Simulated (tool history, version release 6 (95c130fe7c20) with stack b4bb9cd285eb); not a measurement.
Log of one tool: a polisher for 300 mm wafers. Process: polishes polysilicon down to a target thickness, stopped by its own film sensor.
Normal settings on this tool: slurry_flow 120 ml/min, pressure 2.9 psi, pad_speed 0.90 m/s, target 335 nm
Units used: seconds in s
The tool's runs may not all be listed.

| run | day | slurry_flow | pressure | pad_speed | target | wafers since the last listed run | wafers polished on this pad | hours since the slurry nozzle was cleaned | hours since the head pressure was calibrated | incoming thickness of the incoming film, nm | seconds |
|---|---|---|---|---|---|---|---|---|---|---|---|
| 1 | 0.000 | 120 | 2.9 | 0.90 | 335 | 0 | 4268 | 487.5 | 767.5 | 707.4 | 43.0 |
|  | 3.408 | head pressure recalibrated |
| 2 | 3.504 | 120 | 2.9 | 0.90 | 335 | 1011 | 5279 | 571.6 | 2.3 | 723.8 | 47.3 |
| 3 | 7.117 | 120 | 2.9 | 1.06 | 404 | 1067 | 6347 | 658.3 | 89.0 | 708.2 | 31.8 |
| 4 | 9.112 | 120 | 2.9 | 0.90 | 335 | 589 | 6936 | 706.2 | 136.9 | 703.5 | 45.5 |
| 5 | 11.796 | 120 | 3.2 | 0.90 | 335 | 793 | 7730 | 770.6 | 201.3 | 715.8 | 41.6 |
|  | 12.458 | slurry nozzle cleaned |
| 6 | 15.879 | 120 | 3.2 | 0.90 | 335 | 1194 | 8924 | 82.1 | 299.3 | 713.5 | 41.6 |
|  | 16.562 | worn pad replaced by a new one |
| 7 | 19.833 | 120 | 2.9 | 0.90 | 335 | 1119 | 966 | 177.0 | 394.2 | 717.7 | 44.8 |
| 8 | 23.042 | 120 | 2.9 | 0.90 | 335 | 948 | 1914 | 254.0 | 471.2 | 707.4 | 43.9 |
| 9 | 27.317 | 120 | 2.9 | 0.90 | 335 | 1263 | 3178 | 356.6 | 573.8 | 723.5 | 45.0 |
| 10 | 29.579 | 120 | 2.9 | 0.90 | 364 | 668 | 3847 | 410.9 | 628.1 | 701.9 | 38.6 |
| 11 | 32.854 | 120 | 2.9 | 0.90 | 364 | 968 | 4815 | 489.5 | 706.7 | 723.5 | 41.2 |
| 12 | 36.608 | 120 | 2.9 | 0.90 | 335 | 1109 | 5924 | 579.6 | 796.8 | 720.4 | 43.7 |
|  | 40.092 | head pressure recalibrated |
| 13 | 40.688 | 120 | 2.9 | 0.90 | 335 | 1181 | 7105 | 677.5 | 14.3 | 712.1 | 45.3 |
|  | 44.629 | slurry nozzle cleaned |
| 14 | 44.904 | 120 | 2.9 | 0.90 | 335 | 1234 | 8339 | 6.6 | 115.5 | 709.9 | 44.9 |
| 15 | 48.525 | 120 | 2.9 | 0.90 | 335 | 1070 | 9410 | 93.5 | 202.4 | 694.7 | 42.5 |
|  | 50.550 | worn pad replaced by a new one, of another model than before |
| 16 | 52.754 | 120 | 2.9 | 1.14 | 335 | 1200 | 652 | 195.0 | 303.9 | 704.7 | 38.6 |
| 17 | 56.121 | 130 | 3.6 | 0.90 | 335 | 995 | 1647 | 275.8 | 384.7 | 696.9 | 38.5 |
| 18 | 60.392 | 100 | 2.1 | 1.18 | 335 | 1262 | 2909 | 378.3 | 487.2 | 718.8 | 45.7 |
| 19 | 64.250 | 120 | 2.9 | 0.90 | 335 | 1140 | 4049 | 470.9 | 579.8 | 704.0 | 43.9 |
| 20 | 66.800 | 110 | 2.6 | 0.72 | 406 | 753 | 4803 | 532.1 | 641.0 | 716.3 | 44.6 |
| 21 | 69.654 | 120 | 2.9 | 0.90 | 335 | 843 | 5647 | 600.6 | 709.5 | 716.8 | 45.1 |
|  | 71.962 | head pressure recalibrated |
| 22 | 72.850 | 80 | 2.6 | 1.02 | 266 | 919 | 6567 | 677.3 | 21.3 | 704.3 | 56.3 |
| 23 | 77.238 | 120 | 2.9 | 0.62 | 335 | 1296 | 7864 | 782.6 | 126.6 | 707.0 | 55.8 |
|  | 79.383 | slurry nozzle cleaned |
| 24 | 79.958 | 135 | 3.9 | 1.02 | 253 | 791 | 8656 | 13.8 | 191.9 | 711.4 | 43.1 |
|  | 80.171 | worn pad replaced by a new one |
| 25 | 83.996 | 100 | 3.9 | 0.82 | 374 | 1144 | 1130 | 110.7 | 288.8 | 709.8 | 38.1 |
| 26 | 86.525 | 85 | 2.9 | 1.10 | 243 | 747 | 1877 | 171.4 | 349.5 | 708.8 | 50.5 |
| 27 | 89.500 | 120 | 2.9 | 0.90 | 335 | 879 | 2757 | 242.8 | 420.9 | 719.1 | 46.0 |
| 28 | 93.808 | 120 | 2.9 | 0.90 | 335 | 1273 | 4030 | 346.2 | 524.3 | 703.6 | 43.4 |
| 29 | 95.850 | 120 | 2.9 | 1.00 | 391 | 603 | 4634 | 395.2 | 573.3 | 710.5 | 34.5 |
| 30 | 97.588 | 120 | 2.9 | 0.90 | 335 | 513 | 5147 | 436.9 | 615.0 | 718.0 | 45.5 |
| 31 | 101.508 | 120 | 2.9 | 0.68 | 256 | 1158 | 6306 | 531.0 | 709.1 | 708.7 | 62.4 |
| 32 | 104.471 | 120 | 2.9 | 0.90 | 335 | 875 | 7182 | 602.1 | 780.2 | 720.1 | 45.5 |
| 33 | 106.217 | 145 | 2.3 | 0.76 | 300 | 516 | 7698 | 644.0 | 822.1 | 705.2 | 56.0 |
| 34 | 108.338 | 120 | 2.9 | 0.64 | 335 | 626 | 8325 | 694.9 | 873.0 | 697.5 | 50.6 |
|  | 109.321 | worn pad replaced by a new one |
|  | 110.242 | head pressure recalibrated |
| 35 | 112.571 | 120 | 2.9 | 1.10 | 335 | 1177 | 935 | 796.5 | 55.9 | 721.9 | 42.2 |
|  | 113.046 | slurry nozzle cleaned |
| 36 | 116.392 | 120 | 2.9 | 0.90 | 445 | 1117 | 2052 | 80.3 | 147.6 | 715.5 | 33.3 |
| 37 | 118.196 | 150 | 2.9 | 0.90 | 278 | 533 | 2585 | 123.6 | 190.9 | 701.3 | 50.0 |

Here are 3 independent what-if runs from the current tool condition. What would each one return?
| A | 118.212 | 120 | 2.9 | 0.90 | 335 | 4 | 2590 | 124.0 | 191.3 | 714.6 | ? |
| B | 118.212 | 120 | 2.9 | 0.90 | 287 | 4 | 2590 | 124.0 | 191.3 | 714.6 | ? |
| C | 118.212 | 140 | 2.9 | 0.68 | 417 | 4 | 2590 | 124.0 | 191.3 | 714.6 | ? |

| run | seconds |
|---|---|
| A | 46.3 |
| B | 52.1 |
| C | 41.8 |
Without the tool's hidden state the same runs would have given:
| run | seconds |
|---|---|
| A | 46.6 |
| B | 52.5 |
| C | 42.1 |
